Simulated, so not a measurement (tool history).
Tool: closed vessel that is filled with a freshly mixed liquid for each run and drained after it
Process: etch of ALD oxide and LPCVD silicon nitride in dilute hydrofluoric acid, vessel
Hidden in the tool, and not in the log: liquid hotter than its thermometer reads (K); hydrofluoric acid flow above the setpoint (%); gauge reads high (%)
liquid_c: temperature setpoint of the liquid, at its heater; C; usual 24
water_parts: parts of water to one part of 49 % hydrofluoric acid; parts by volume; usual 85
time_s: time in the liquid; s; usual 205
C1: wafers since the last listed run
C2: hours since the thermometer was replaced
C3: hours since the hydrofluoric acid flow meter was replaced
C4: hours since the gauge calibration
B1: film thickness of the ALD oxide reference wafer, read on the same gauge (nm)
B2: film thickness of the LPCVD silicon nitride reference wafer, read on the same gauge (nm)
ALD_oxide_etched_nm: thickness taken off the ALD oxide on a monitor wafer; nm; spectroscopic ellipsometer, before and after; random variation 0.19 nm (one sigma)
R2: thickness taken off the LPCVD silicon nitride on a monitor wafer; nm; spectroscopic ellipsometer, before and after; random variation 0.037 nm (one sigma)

run 1 hour=0 | liquid_c=24 water_parts=85 time_s=205 | C1=0 C2=1904.9 C3=1786.6 C4=134.2 | B1=139.99 B2=30.011 | ALD_oxide_etched_nm=49.97 R2=1.287
run 2 hour=9.7 | liquid_c=26 water_parts=85 time_s=205 | C1=924 C2=1914.6 C3=1796.3 C4=143.9 | B1=140.03 B2=30 | ALD_oxide_etched_nm=53.65 R2=1.524
-- hour=13.3 hydrofluoric acid flow meter replaced
run 3 hour=20.1 | liquid_c=26 water_parts=85 time_s=205 | C1=896 C2=1925 C3=6.8 C4=154.3 | B1=139.97 B2=29.999 | ALD_oxide_etched_nm=47.84 R2=1.358
run 4 hour=29.7 | liquid_c=24 water_parts=85 time_s=205 | C1=915 C2=1934.6 C3=16.4 C4=163.9 | B1=139.99 B2=30.003 | ALD_oxide_etched_nm=44.1 R2=1.175
run 5 hour=36.4 | liquid_c=24 water_parts=85 time_s=205 | C1=638 C2=1941.3 C3=23.1 C4=170.6 | B1=139.98 B2=30.022 | ALD_oxide_etched_nm=44.85 R2=1.189
run 6 hour=42.7 | liquid_c=24 water_parts=85 time_s=205 | C1=600 C2=1947.6 C3=29.4 C4=176.9 | B1=140.02 B2=30.002 | ALD_oxide_etched_nm=44.53 R2=1.204
run 7 hour=56.9 | liquid_c=24 water_parts=85 time_s=160 | C1=1353 C2=1961.8 C3=43.6 C4=191.1 | B1=139.97 B2=29.989 | ALD_oxide_etched_nm=35.03 R2=0.934
run 8 hour=70.4 | liquid_c=24 water_parts=85 time_s=205 | C1=1287 C2=1975.3 C3=57.1 C4=204.6 | B1=140 B2=29.987 | ALD_oxide_etched_nm=44.54 R2=1.288
run 9 hour=78 | liquid_c=24 water_parts=115 time_s=205 | C1=724 C2=1982.9 C3=64.7 C4=212.2 | B1=140.01 B2=30.01 | ALD_oxide_etched_nm=31.74 R2=0.926
run 10 hour=87.4 | liquid_c=24 water_parts=120 time_s=205 | C1=896 C2=1992.3 C3=74.1 C4=221.6 | B1=140 B2=29.999 | ALD_oxide_etched_nm=30.3 R2=0.805
run 11 hour=94.1 | liquid_c=27 water_parts=115 time_s=250 | C1=638 C2=1999 C3=80.8 C4=228.3 | B1=139.96 B2=29.981 | ALD_oxide_etched_nm=43.74 R2=1.312
run 12 hour=111.8 | liquid_c=26 water_parts=115 time_s=95 | C1=1687 C2=2016.7 C3=98.5 C4=246 | B1=140 B2=29.988 | ALD_oxide_etched_nm=16.01 R2=0.461
run 13 hour=120.2 | liquid_c=24 water_parts=85 time_s=205 | C1=800 C2=2025.1 C3=106.9 C4=254.4 | B1=140.01 B2=29.987 | ALD_oxide_etched_nm=45.1 R2=1.238
run 14 hour=130.7 | liquid_c=24 water_parts=85 time_s=205 | C1=1001 C2=2035.6 C3=117.4 C4=264.9 | B1=140.01 B2=29.996 | ALD_oxide_etched_nm=45.02 R2=1.222
-- hour=136.6 gauge calibrated
run 15 hour=145.1 | liquid_c=24 water_parts=65 time_s=205 | C1=1372 C2=2050 C3=131.8 C4=8.5 | B1=139.97 B2=29.986 | ALD_oxide_etched_nm=60.64 R2=1.634
run 16 hour=171.5 | liquid_c=24 water_parts=85 time_s=205 | C1=2516 C2=2076.4 C3=158.2 C4=34.9 | B1=139.99 B2=30.004 | ALD_oxide_etched_nm=45.17 R2=1.146
run 17 hour=181.2 | liquid_c=24 water_parts=85 time_s=290 | C1=924 C2=2086.1 C3=167.9 C4=44.6 | B1=139.98 B2=29.997 | ALD_oxide_etched_nm=64.11 R2=1.767
-- hour=188.6 thermometer replaced
run 18 hour=193.3 | liquid_c=24 water_parts=110 time_s=135 | C1=1058 C2=4.7 C3=180 C4=56.7 | B1=140 B2=29.999 | ALD_oxide_etched_nm=19.98 R2=0.508
run 19 hour=209.9 | liquid_c=28 water_parts=85 time_s=290 | C1=1582 C2=21.3 C3=196.6 C4=73.3 | B1=140.01 B2=29.998 | ALD_oxide_etched_nm=67.21 R2=1.962
run 20 hour=226.4 | liquid_c=24 water_parts=85 time_s=205 | C1=1573 C2=37.8 C3=213.1 C4=89.8 | B1=140.01 B2=30.006 | ALD_oxide_etched_nm=40.63 R2=1.059
run 21 hour=243.2 | liquid_c=24 water_parts=85 time_s=95 | C1=1601 C2=54.6 C3=229.9 C4=106.6 | B1=140 B2=30.01 | ALD_oxide_etched_nm=19.02 R2=0.466
run 22 hour=257.7 | liquid_c=24 water_parts=85 time_s=205 | C1=1382 C2=69.1 C3=244.4 C4=121.1 | B1=139.98 B2=30.024 | ALD_oxide_etched_nm=40.94 R2=1.008
run 23 hour=288.6 | liquid_c=25.5 water_parts=110 time_s=135 | C1=2945 C2=100 C3=275.3 C4=152 | B1=140.01 B2=29.986 | ALD_oxide_etched_nm=21.76 R2=0.528
run 24 hour=298.9 | liquid_c=24 water_parts=85 time_s=115 | C1=981 C2=110.3 C3=285.6 C4=162.3 | B1=139.98 B2=29.987 | ALD_oxide_etched_nm=23.21 R2=0.575
run 25 hour=306.9 | liquid_c=28.5 water_parts=120 time_s=285 | C1=762 C2=118.3 C3=293.6 C4=170.3 | B1=140.02 B2=29.994 | ALD_oxide_etched_nm=45.8 R2=1.344
run 26 hour=319.1 | liquid_c=24 water_parts=85 time_s=205 | C1=1163 C2=130.5 C3=305.8 C4=182.5 | B1=140.01 B2=29.978 | ALD_oxide_etched_nm=41.64 R2=1.02
run 27 hour=337 | liquid_c=24 water_parts=85 time_s=205 | C1=1706 C2=148.4 C3=323.7 C4=200.4 | B1=140.01 B2=30.013 | ALD_oxide_etched_nm=41.49 R2=1.017

Measured less the same run without the tool's hidden state. The same run-to-run variation is in both; the gauge's scatter may not be:
run=1 ALD_oxide_etched_nm=+10.33 R2=+0.321
run=2 ALD_oxide_etched_nm=+11.08 R2=+0.379
run=3 ALD_oxide_etched_nm=+5.17 R2=+0.226
run=4 ALD_oxide_etched_nm=+4.88 R2=+0.199
run=5 ALD_oxide_etched_nm=+4.99 R2=+0.203
run=6 ALD_oxide_etched_nm=+4.99 R2=+0.206
run=7 ALD_oxide_etched_nm=+3.98 R2=+0.161
run=8 ALD_oxide_etched_nm=+5.12 R2=+0.224
run=9 ALD_oxide_etched_nm=+3.62 R2=+0.16
run=10 ALD_oxide_etched_nm=+3.48 R2=+0.14
run=11 ALD_oxide_etched_nm=+4.96 R2=+0.226
run=12 ALD_oxide_etched_nm=+1.86 R2=+0.081
run=13 ALD_oxide_etched_nm=+5.43 R2=+0.224
run=14 ALD_oxide_etched_nm=+5.47 R2=+0.222
run=15 ALD_oxide_etched_nm=+7.54 R2=+0.302
run=16 ALD_oxide_etched_nm=+5.7 R2=+0.214
run=17 ALD_oxide_etched_nm=+8.14 R2=+0.332
run=18 ALD_oxide_etched_nm=+0.51 R2=+0.012
run=19 ALD_oxide_etched_nm=+1.82 R2=+0.053
run=20 ALD_oxide_etched_nm=+1.18 R2=+0.031
run=21 ALD_oxide_etched_nm=+0.59 R2=+0.015
run=22 ALD_oxide_etched_nm=+1.34 R2=+0.034
run=23 ALD_oxide_etched_nm=+0.8 R2=+0.02
run=24 ALD_oxide_etched_nm=+0.87 R2=+0.023
run=25 ALD_oxide_etched_nm=+1.81 R2=+0.055
run=26 ALD_oxide_etched_nm=+1.66 R2=+0.043
run=27 ALD_oxide_etched_nm=+1.75 R2=+0.046
